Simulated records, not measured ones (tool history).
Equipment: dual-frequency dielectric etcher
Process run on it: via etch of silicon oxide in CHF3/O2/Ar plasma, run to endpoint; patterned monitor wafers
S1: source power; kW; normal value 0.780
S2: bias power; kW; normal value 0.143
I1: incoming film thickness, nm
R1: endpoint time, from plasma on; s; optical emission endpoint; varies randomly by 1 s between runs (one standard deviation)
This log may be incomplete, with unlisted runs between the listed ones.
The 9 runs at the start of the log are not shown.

{"run": 10, "day": 22.483, "S1": 0.78, "S2": 0.143, "I1": 700.7, "R1": 338.5}
{"run": 11, "day": 24.375, "S1": 0.78, "S2": 0.143, "I1": 715.8, "R1": 345.1}
{"run": 12, "day": 26.85, "S1": 0.78, "S2": 0.143, "I1": 705.6, "R1": 339.9}
{"run": 13, "day": 27.983, "S1": 0.78, "S2": 0.143, "I1": 708.7, "R1": 340.6}
{"run": 14, "day": 29.896, "S1": 0.87, "S2": 0.143, "I1": 712.3, "R1": 324.5}
{"run": 15, "day": 32.546, "S1": 0.87, "S2": 0.143, "I1": 715.0, "R1": 324.8}
{"day": 34.358, "done": "upper electrode replaced"}
{"run": 16, "day": 34.379, "S1": 0.87, "S2": 0.143, "I1": 703.8, "R1": 317.5}
{"day": 42.392, "done": "source power generator calibrated"}
{"run": 17, "day": 42.917, "S1": 0.78, "S2": 0.143, "I1": 714.4, "R1": 328.5}
{"day": 45.05, "done": "wet clean of the chamber"}
{"run": 18, "day": 45.071, "S1": 0.66, "S2": 0.143, "I1": 709.5, "R1": 370.5}

Run 19 is up next; what results do you expect?
{"run": 19, "day": 45.708, "S1": 0.65, "S2": 0.116, "I1": 711.0, "R1": "?"}

R1: 390.1 s
Without the tool's hidden state the same run would have given R1 390.2 s.
